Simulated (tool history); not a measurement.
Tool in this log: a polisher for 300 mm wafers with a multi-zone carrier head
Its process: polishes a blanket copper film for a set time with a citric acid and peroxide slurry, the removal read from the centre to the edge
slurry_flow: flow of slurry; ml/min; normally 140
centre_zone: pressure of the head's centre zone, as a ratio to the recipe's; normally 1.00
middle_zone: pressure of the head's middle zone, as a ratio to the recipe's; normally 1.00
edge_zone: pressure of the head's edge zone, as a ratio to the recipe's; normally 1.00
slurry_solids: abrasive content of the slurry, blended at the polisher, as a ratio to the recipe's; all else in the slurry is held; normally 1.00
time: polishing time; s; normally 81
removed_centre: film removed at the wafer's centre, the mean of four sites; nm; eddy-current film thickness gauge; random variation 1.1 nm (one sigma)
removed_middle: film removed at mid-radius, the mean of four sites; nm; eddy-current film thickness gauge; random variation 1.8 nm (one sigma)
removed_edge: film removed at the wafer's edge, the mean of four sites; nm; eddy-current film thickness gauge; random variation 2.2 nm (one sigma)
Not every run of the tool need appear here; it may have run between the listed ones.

| run | hour | slurry_flow | centre_zone | middle_zone | edge_zone | slurry_solids | time | wafers since the last listed run | wafers polished on this pad | hours since the slurry nozzle was cleaned | hours since the centre zone pressure was calibrated | hours since the edge zone pressure was calibrated | hours since the carrier head's membrane was replaced | incoming thickness of the incoming film, nm | removed_centre | removed_middle | removed_edge |
|---|---|---|---|---|---|---|---|---|---|---|---|---|---|---|---|---|---|
| 1 | 0.0 | 140 | 1.00 | 1.00 | 1.00 | 1.00 | 81 | 0 | 335 | 662.1 | 988.0 | 45.1 | 1662.8 | 882.3 | 149.9 | 147.9 | 148.6 |
| 2 | 17.0 | 140 | 1.00 | 1.05 | 1.08 | 1.00 | 81 | 138 | 474 | 679.1 | 1005.0 | 62.1 | 1679.8 | 871.8 | 150.7 | 157.6 | 163.2 |
| 3 | 28.8 | 140 | 1.00 | 1.00 | 1.00 | 1.00 | 81 | 96 | 570 | 690.9 | 1016.8 | 73.9 | 1691.6 | 855.7 | 152.3 | 151.0 | 152.8 |
|  | 57.3 | slurry nozzle cleaned |
|  | 59.9 | worn pad replaced by a new one |
| 4 | 68.9 | 125 | 1.00 | 0.92 | 1.00 | 0.70 | 57 | 297 | 73 | 11.6 | 1056.9 | 114.0 | 1731.7 | 869.7 | 98.0 | 90.3 | 98.5 |
|  | 84.4 | centre zone pressure recalibrated |
| 5 | 97.5 | 140 | 1.05 | 1.00 | 1.00 | 1.00 | 81 | 216 | 290 | 40.2 | 13.1 | 142.6 | 1760.3 | 858.6 | 159.9 | 152.7 | 151.5 |
| 6 | 104.2 | 90 | 1.00 | 1.00 | 1.00 | 0.70 | 81 | 54 | 344 | 46.9 | 19.8 | 149.3 | 1767.0 | 851.2 | 123.5 | 124.7 | 132.8 |
| 7 | 115.1 | 140 | 1.00 | 1.00 | 0.96 | 1.00 | 81 | 88 | 433 | 57.8 | 30.7 | 160.2 | 1777.9 | 856.6 | 152.1 | 151.5 | 149.7 |
|  | 121.7 | carrier head's membrane replaced by a new one |
| 8 | 125.3 | 115 | 1.00 | 1.00 | 1.00 | 0.75 | 81 | 42 | 476 | 68.0 | 40.9 | 170.4 | 3.6 | 853.4 | 137.7 | 138.1 | 137.3 |
| 9 | 138.7 | 140 | 0.94 | 1.00 | 1.00 | 1.00 | 81 | 109 | 585 | 81.4 | 54.3 | 183.8 | 17.0 | 868.1 | 143.4 | 148.7 | 149.7 |
| 10 | 150.0 | 105 | 1.05 | 1.00 | 1.00 | 1.00 | 94 | 92 | 677 | 92.7 | 65.6 | 195.1 | 28.3 | 877.9 | 170.3 | 162.8 | 171.6 |
| 11 | 160.4 | 140 | 1.00 | 1.00 | 1.00 | 1.00 | 98 | 84 | 762 | 103.1 | 76.0 | 205.5 | 38.7 | 875.6 | 182.9 | 183.2 | 188.9 |
|  | 174.4 | worn pad replaced by a new one |
| 12 | 174.9 | 140 | 1.00 | 1.00 | 0.89 | 1.00 | 105 | 85 | 3 | 117.6 | 90.5 | 220.0 | 53.2 | 869.6 | 199.8 | 195.4 | 188.9 |
| 13 | 181.7 | 140 | 1.00 | 1.09 | 1.09 | 1.00 | 81 | 55 | 59 | 124.4 | 97.3 | 226.8 | 60.0 | 885.3 | 152.9 | 162.8 | 159.5 |
| 14 | 198.7 | 140 | 0.91 | 1.11 | 1.10 | 1.00 | 96 | 138 | 198 | 141.4 | 114.3 | 243.8 | 77.0 | 864.2 | 162.4 | 201.0 | 184.6 |
| 15 | 216.4 | 140 | 1.00 | 1.00 | 1.00 | 1.00 | 81 | 144 | 342 | 159.1 | 132.0 | 261.5 | 94.7 | 862.3 | 152.8 | 151.6 | 157.3 |
| 16 | 234.4 | 105 | 1.05 | 1.00 | 1.00 | 1.00 | 94 | 146 | 489 | 177.1 | 150.0 | 279.5 | 112.7 | 866.3 | 170.4 | 161.4 | 169.9 |
| 17 | 249.5 | 115 | 0.95 | 0.95 | 1.00 | 1.00 | 81 | 123 | 612 | 192.2 | 165.1 | 294.6 | 127.8 | 869.1 | 136.4 | 136.5 | 146.6 |
| 18 | 275.0 | 140 | 0.96 | 0.90 | 1.00 | 1.00 | 81 | 208 | 820 | 217.7 | 190.6 | 320.1 | 153.3 | 855.0 | 145.4 | 136.0 | 152.6 |
|  | 284.2 | worn pad replaced by a new one |
| 19 | 287.9 | 140 | 1.00 | 1.00 | 1.00 | 1.00 | 81 | 72 | 29 | 230.6 | 203.5 | 333.0 | 166.2 | 874.2 | 151.0 | 152.5 | 150.4 |
| 20 | 300.0 | 140 | 1.00 | 1.09 | 1.00 | 1.00 | 81 | 98 | 128 | 242.7 | 215.6 | 345.1 | 178.3 | 871.5 | 153.2 | 165.5 | 148.6 |
| 21 | 314.0 | 140 | 1.00 | 0.90 | 1.07 | 1.00 | 81 | 114 | 242 | 256.7 | 229.6 | 359.1 | 192.3 | 870.5 | 153.9 | 138.7 | 155.8 |

For each run, what was the tool's unlogged condition?
removal rate lost through wear of the pad, %: 0 in every run
slurry flow missing at the pad, %: 0 in every run
deviation of the centre zone's pressure from its setpoint, %: 0 in every run
deviation of the edge zone's pressure from its setpoint, %: 0 in every run
